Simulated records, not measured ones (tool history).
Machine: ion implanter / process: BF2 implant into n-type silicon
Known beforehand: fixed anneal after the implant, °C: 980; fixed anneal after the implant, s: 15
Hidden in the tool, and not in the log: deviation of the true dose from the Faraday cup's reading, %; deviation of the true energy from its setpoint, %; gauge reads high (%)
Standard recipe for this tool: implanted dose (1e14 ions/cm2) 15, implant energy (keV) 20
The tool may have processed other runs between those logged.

run     day  implanted dose (1e14 ions/cm2)  implant energy (keV)  wafers since the last listed run  hours since the last dose calibration  hours since the extraction supply was calibrated  hours since the gauge calibration  read-back reference wafer on the same gauge, sheet resistance  sheet resistance of the implanted and annealed layer (ohm/square)
  1       0                              15                  16.5                                 0                                 1000.4                                            3136.3                              223.5                                                         219.94                                                             255.78
  2   0.688                           17.05                    20                               400                                 1016.9                                            3152.8                                240                                                         220.04                                                             227.62
  3   1.075                           17.05                    20                               225                                 1026.2                                            3162.1                              249.3                                                          219.9                                                             227.54
  4   1.412                           17.05                    20                               196                                 1034.3                                            3170.2                              257.4                                                         219.98                                                             228.04
  5   1.842                              15                    20                               249                                 1044.6                                            3180.5                              267.7                                                         219.98                                                             231.27
  6   2.342                              15                    20                               291                                 1056.6                                            3192.5                              279.7                                                            220                                                             231.39
  7   3.042                              15                    20                               407                                 1073.4                                            3209.3                              296.5                                                         219.99                                                             230.99
  8   3.558                              15                    20                               300                                 1085.8                                            3221.7                              308.9                                                          219.9                                                             231.44
  9   4.079                           11.72                    20                               303                                 1098.3                                            3234.2                              321.4                                                         219.99                                                             239.53
 10   4.712                              15                    20                               368                                 1113.5                                            3249.4                              336.6                                                         220.12                                                             230.85
 11   5.162                              15                    20                               262                                 1124.3                                            3260.2                              347.4                                                         219.99                                                             230.71
 12   5.496                              15                    20                               194                                 1132.3                                            3268.2                              355.4                                                         219.99                                                             231.25
 13   5.917                              15                    20                               245                                 1142.4                                            3278.3                              365.5                                                         220.09                                                             231.29
 14    6.45                              15                    20                               310                                 1155.2                                            3291.1                              378.3                                                         220.02                                                             231.49
 15   6.879                              15                    20                               249                                 1165.5                                            3301.4                              388.6                                                         220.14                                                             230.73
 16    7.55                              15                    20                               390                                 1181.6                                            3317.5                              404.7                                                         219.96                                                             231.01
      8.217  -- extraction supply calibrated
 17   8.238                           11.45                    23                               206                                 1198.1                                               0.5                              421.2                                                         220.11                                                             222.78
 18   8.592                           19.13                    13                               206                                 1206.6                                                 9                              429.7                                                         220.01                                                             278.28
 19     9.1                              15                    20                               296                                 1218.8                                              21.2                              441.9                                                         220.01                                                              231.4
      9.179  -- gauge calibrated
 20     9.7                              15                    20                               349                                 1233.2                                              35.6                               12.5                                                         220.04                                                             231.13
 21  10.283                           12.53                    23                               339                                 1247.2                                              49.6                               26.5                                                         219.91                                                             220.12
 22  12.446                              15                    20                              1259                                 1299.1                                             101.5                               78.4                                                         220.07                                                             230.89
 23  13.188                           12.72                    26                               431                                 1316.9                                             119.3                               96.2                                                         219.93                                                             205.39
 24  13.575                              15                    20                               225                                 1326.2                                             128.6                              105.5                                                         219.99                                                             231.13
     15.279  -- Faraday cup replaced and dose calibrated
 25    15.3                           12.59                  13.5                               810                                    0.5                                               170                              146.9                                                         219.97                                                             287.64
 26  15.554                           17.84                    27                               148                                    6.6                                             176.1                                153                                                         220.01                                                             191.54
 27  15.871                           18.99                  26.5                               184                                   14.2                                             183.7                              160.6                                                         220.06                                                             191.85
 28  16.162                           11.94                    22                               169                                   21.2                                             190.7                              167.6                                                            220                                                             226.04
 29  16.746                           11.93                  24.5                               339                                   35.2                                             204.7                              181.6                                                         220.01                                                             213.84
 30  17.096                              15                    20                               203                                   43.6                                             213.1                                190                                                         220.05                                                             231.28
 31  17.388                           10.77                    20                               169                                   50.6                                             220.1                                197                                                         219.95                                                             241.62
 32  18.108                              15                    20                               419                                   67.9                                             237.4                              214.3                                                         220.07                                                              231.5
 33  18.454                           11.87                  24.5                               201                                   76.2                                             245.7                              222.6                                                         219.96                                                             213.79
 34  18.942                           18.03                    23                               283                                   87.9                                             257.4                              234.3                                                         219.98                                                             209.28
 35  19.562                              15                    20                               361                                  102.8                                             272.3                              249.2                                                         220.02                                                             231.11
 36  20.242                           17.08                  23.5                               395                                  119.1                                             288.6                              265.5                                                         220.01                                                             207.98
 37  20.558                              15                    20                               184                                  126.7                                             296.2                              273.1                                                         219.97                                                             231.28

4 ways to go on from here, each from the tool as it stands after run 37. What would each give?
  A  20.575                              15                    20                                 9                                  127.1                                             296.6                              273.5                                                              ?                                                                  ?
  B  20.575                           13.71                  16.5                                 9                                  127.1                                             296.6                              273.5                                                              ?                                                                  ?
  C  20.575                            11.1                  13.5                                 9                                  127.1                                             296.6                              273.5                                                              ?                                                                  ?
  D  20.575                           16.99                  25.5                                 9                                  127.1                                             296.6                              273.5                                                              ?                                                                  ?

run  read-back reference wafer on the same gauge, sheet resistance  sheet resistance of the implanted and annealed layer (ohm/square)
  A                                                         219.89                                                             230.69
  B                                                         219.89                                                             257.96
  C                                                         219.89                                                             292.11
  D                                                         219.89                                                             198.78
What these runs would have given with no unlogged condition in the tool:
run  sheet resistance of the implanted and annealed layer (ohm/square)
  A                                                             230.69
  B                                                             257.96
  C                                                             292.11
  D                                                             198.78

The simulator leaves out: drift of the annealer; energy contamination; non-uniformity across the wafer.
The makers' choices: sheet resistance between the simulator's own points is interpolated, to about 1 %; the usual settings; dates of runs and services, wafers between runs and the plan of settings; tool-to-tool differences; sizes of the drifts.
